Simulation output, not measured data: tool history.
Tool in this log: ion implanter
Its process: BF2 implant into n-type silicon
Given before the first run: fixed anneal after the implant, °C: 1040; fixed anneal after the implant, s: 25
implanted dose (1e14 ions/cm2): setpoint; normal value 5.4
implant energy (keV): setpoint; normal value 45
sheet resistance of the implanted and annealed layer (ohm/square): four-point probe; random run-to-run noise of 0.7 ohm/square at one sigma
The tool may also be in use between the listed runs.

| run | hour | implanted dose (1e14 ions/cm2) | implant energy (keV) | read-back reference wafer on the same gauge, sheet resistance | sheet resistance of the implanted and annealed layer (ohm/square) |
|---|---|---|---|---|---|
| 1 | 0 | 5.4 | 45 | 198.91 | 212.68 |
| 2 | 6.7 | 5.4 | 45 | 199.02 | 212.68 |
| 3 | 20 | 5.4 | 45 | 199.09 | 212.44 |
| 4 | 27.4 | 4.35 | 45 | 199.02 | 255.96 |
| 5 | 42.7 | 5.4 | 45 | 198.78 | 213.77 |
| 6 | 50.6 | 5.4 | 45 | 199.09 | 214.44 |
| 7 | 66.9 | 5.4 | 45 | 198.77 | 214.62 |
| 8 | 73.4 | 5.4 | 38 | 198.91 | 216.67 |
| 9 | 83.3 | 5.4 | 45 | 199.12 | 214.35 |
| 10 | 101.3 | 5.4 | 45 | 198.9 | 215.47 |
| 11 | 117.7 | 5.4 | 45 | 198.89 | 214.43 |
| 12 | 132.9 | 5.05 | 45 | 199.12 | 228.25 |
| 13 | 139.6 | 5.05 | 45 | 199.01 | 228.46 |
|  | 150.5 | Faraday cup replaced and dose calibrated |
| 14 | 153.2 | 5.4 | 45 | 199.04 | 204.1 |
| 15 | 161.2 | 5.4 | 45 | 198.95 | 203.86 |
| 16 | 174.7 | 5.4 | 40 | 198.92 | 205.55 |
|  | 190 | extraction supply calibrated |
| 17 | 190.5 | 5.4 | 45 | 199.04 | 204.15 |
| 18 | 192.9 | 6.71 | 31.5 | 199.1 | 173.66 |
| 19 | 210.2 | 5.4 | 36 | 198.84 | 207.61 |
| 20 | 221.8 | 6.51 | 58 | 198.9 | 169.35 |
| 21 | 234 | 5.4 | 45 | 199.12 | 205.23 |
| 22 | 245.3 | 5.4 | 45 | 199.03 | 202.37 |
| 23 | 260 | 5.4 | 45 | 198.9 | 203.19 |
| 24 | 269 | 5.4 | 45 | 198.91 | 203.56 |
| 25 | 276.7 | 6.4 | 35.5 | 199.07 | 178.81 |
| 26 | 301.7 | 4.85 | 45 | 199.06 | 224.31 |
|  | 328.2 | gauge calibrated |
| 27 | 354.5 | 6.85 | 49 | 198.89 | 164.11 |
| 28 | 368.9 | 5.4 | 45 | 199.09 | 203.34 |
| 29 | 381.5 | 5.4 | 45 | 199.13 | 203.62 |
| 30 | 398.9 | 4.47 | 36.5 | 199.01 | 242.85 |
| 31 | 412.9 | 4.92 | 51 | 198.98 | 218.34 |
| 32 | 427.9 | 4.9 | 57.5 | 199.05 | 216.96 |
| 33 | 439.4 | 4.95 | 32 | 198.99 | 225.67 |
| 34 | 455.2 | 4.87 | 34 | 198.86 | 229.07 |
| 35 | 467.7 | 5.4 | 45 | 198.91 | 203.14 |
| 36 | 475.9 | 6.68 | 35 | 198.95 | 173.26 |

Here are 5 independent what-if runs from the current tool condition. What would each one return?
| A | 476.3 | 5.4 | 49 | ? | ? |
| B | 476.3 | 5.4 | 31 | ? | ? |
| C | 476.3 | 4.22 | 32.5 | ? | ? |
| D | 476.3 | 4.97 | 45 | ? | ? |
| E | 476.3 | 4.23 | 33 | ? | ? |

| run | read-back reference wafer on the same gauge, sheet resistance | sheet resistance of the implanted and annealed layer (ohm/square) |
|---|---|---|
| A | 198.88 | 202.92 |
| B | 198.88 | 210.57 |
| C | 198.88 | 258.78 |
| D | 198.88 | 219.42 |
| E | 198.88 | 257.95 |
Take away the tool's hidden state, keep each run's random variation, and the runs would have read:
| run | sheet resistance of the implanted and annealed layer (ohm/square) |
|---|---|
| A | 203.14 |
| B | 210.8 |
| C | 259.05 |
| D | 219.66 |
| E | 258.22 |
